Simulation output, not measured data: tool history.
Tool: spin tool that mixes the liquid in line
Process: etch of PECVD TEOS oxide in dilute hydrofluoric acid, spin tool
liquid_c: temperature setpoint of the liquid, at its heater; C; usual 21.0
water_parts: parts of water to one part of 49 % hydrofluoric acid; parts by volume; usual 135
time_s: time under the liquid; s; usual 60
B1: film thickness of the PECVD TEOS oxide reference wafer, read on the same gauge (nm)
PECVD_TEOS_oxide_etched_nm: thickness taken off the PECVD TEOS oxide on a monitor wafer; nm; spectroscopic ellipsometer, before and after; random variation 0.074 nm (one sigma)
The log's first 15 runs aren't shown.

{"run": 16, "hour": 664.0, "liquid_c": 21.0, "water_parts": 135, "time_s": 60, "B1": 50.02, "PECVD_TEOS_oxide_etched_nm": 9.71}
{"run": 17, "hour": 695.3, "liquid_c": 21.0, "water_parts": 180, "time_s": 60, "B1": 49.99, "PECVD_TEOS_oxide_etched_nm": 6.77}
{"run": 18, "hour": 736.2, "liquid_c": 21.0, "water_parts": 135, "time_s": 60, "B1": 50.0, "PECVD_TEOS_oxide_etched_nm": 9.53}
{"run": 19, "hour": 776.4, "liquid_c": 17.0, "water_parts": 165, "time_s": 60, "B1": 50.0, "PECVD_TEOS_oxide_etched_nm": 6.4}
{"run": 20, "hour": 831.8, "liquid_c": 25.0, "water_parts": 80, "time_s": 90, "B1": 49.98, "PECVD_TEOS_oxide_etched_nm": 30.56}
{"run": 21, "hour": 856.5, "liquid_c": 17.5, "water_parts": 165, "time_s": 45, "B1": 49.99, "PECVD_TEOS_oxide_etched_nm": 4.95}
{"run": 22, "hour": 927.8, "liquid_c": 17.0, "water_parts": 135, "time_s": 60, "B1": 50.0, "PECVD_TEOS_oxide_etched_nm": 7.99}
{"hour": 959.4, "done": "thermometer replaced"}
{"run": 23, "hour": 985.0, "liquid_c": 17.0, "water_parts": 85, "time_s": 75, "B1": 50.0, "PECVD_TEOS_oxide_etched_nm": 16.96}
{"run": 24, "hour": 1036.8, "liquid_c": 21.0, "water_parts": 135, "time_s": 60, "B1": 49.99, "PECVD_TEOS_oxide_etched_nm": 9.36}
{"run": 25, "hour": 1084.9, "liquid_c": 21.0, "water_parts": 195, "time_s": 60, "B1": 50.01, "PECVD_TEOS_oxide_etched_nm": 5.98}
{"run": 26, "hour": 1147.0, "liquid_c": 23.5, "water_parts": 110, "time_s": 60, "B1": 50.0, "PECVD_TEOS_oxide_etched_nm": 12.98}
{"run": 27, "hour": 1187.9, "liquid_c": 21.0, "water_parts": 200, "time_s": 35, "B1": 49.98, "PECVD_TEOS_oxide_etched_nm": 3.4}
{"hour": 1189.9, "done": "hydrofluoric acid flow meter replaced"}
{"run": 28, "hour": 1236.0, "liquid_c": 17.0, "water_parts": 70, "time_s": 30, "B1": 50.0, "PECVD_TEOS_oxide_etched_nm": 9.42}
{"run": 29, "hour": 1285.5, "liquid_c": 21.0, "water_parts": 135, "time_s": 60, "B1": 50.02, "PECVD_TEOS_oxide_etched_nm": 10.75}
{"run": 30, "hour": 1338.2, "liquid_c": 21.0, "water_parts": 135, "time_s": 60, "B1": 49.98, "PECVD_TEOS_oxide_etched_nm": 10.8}
{"hour": 1350.3, "done": "gauge calibrated"}
{"run": 31, "hour": 1447.6, "liquid_c": 23.5, "water_parts": 135, "time_s": 75, "B1": 50.01, "PECVD_TEOS_oxide_etched_nm": 14.63}
{"run": 32, "hour": 1510.2, "liquid_c": 22.5, "water_parts": 135, "time_s": 60, "B1": 49.99, "PECVD_TEOS_oxide_etched_nm": 11.25}

3 ways to go on from here, each from the tool as it stands after run 32. What would each give?
{"run": "A", "hour": 1510.6, "liquid_c": 21.0, "water_parts": 135, "time_s": 60, "B1": "?", "PECVD_TEOS_oxide_etched_nm": "?"}
{"run": "B", "hour": 1510.6, "liquid_c": 21.0, "water_parts": 135, "time_s": 30, "B1": "?", "PECVD_TEOS_oxide_etched_nm": "?"}
{"run": "C", "hour": 1510.6, "liquid_c": 21.0, "water_parts": 170, "time_s": 30, "B1": "?", "PECVD_TEOS_oxide_etched_nm": "?"}

run=A B1=50.01 PECVD_TEOS_oxide_etched_nm=10.57
run=B B1=50.01 PECVD_TEOS_oxide_etched_nm=5.28
run=C B1=50.01 PECVD_TEOS_oxide_etched_nm=4.04
Without the tool's hidden state the same runs would have given:
run=A PECVD_TEOS_oxide_etched_nm=10.79
run=B PECVD_TEOS_oxide_etched_nm=5.40
run=C PECVD_TEOS_oxide_etched_nm=4.13

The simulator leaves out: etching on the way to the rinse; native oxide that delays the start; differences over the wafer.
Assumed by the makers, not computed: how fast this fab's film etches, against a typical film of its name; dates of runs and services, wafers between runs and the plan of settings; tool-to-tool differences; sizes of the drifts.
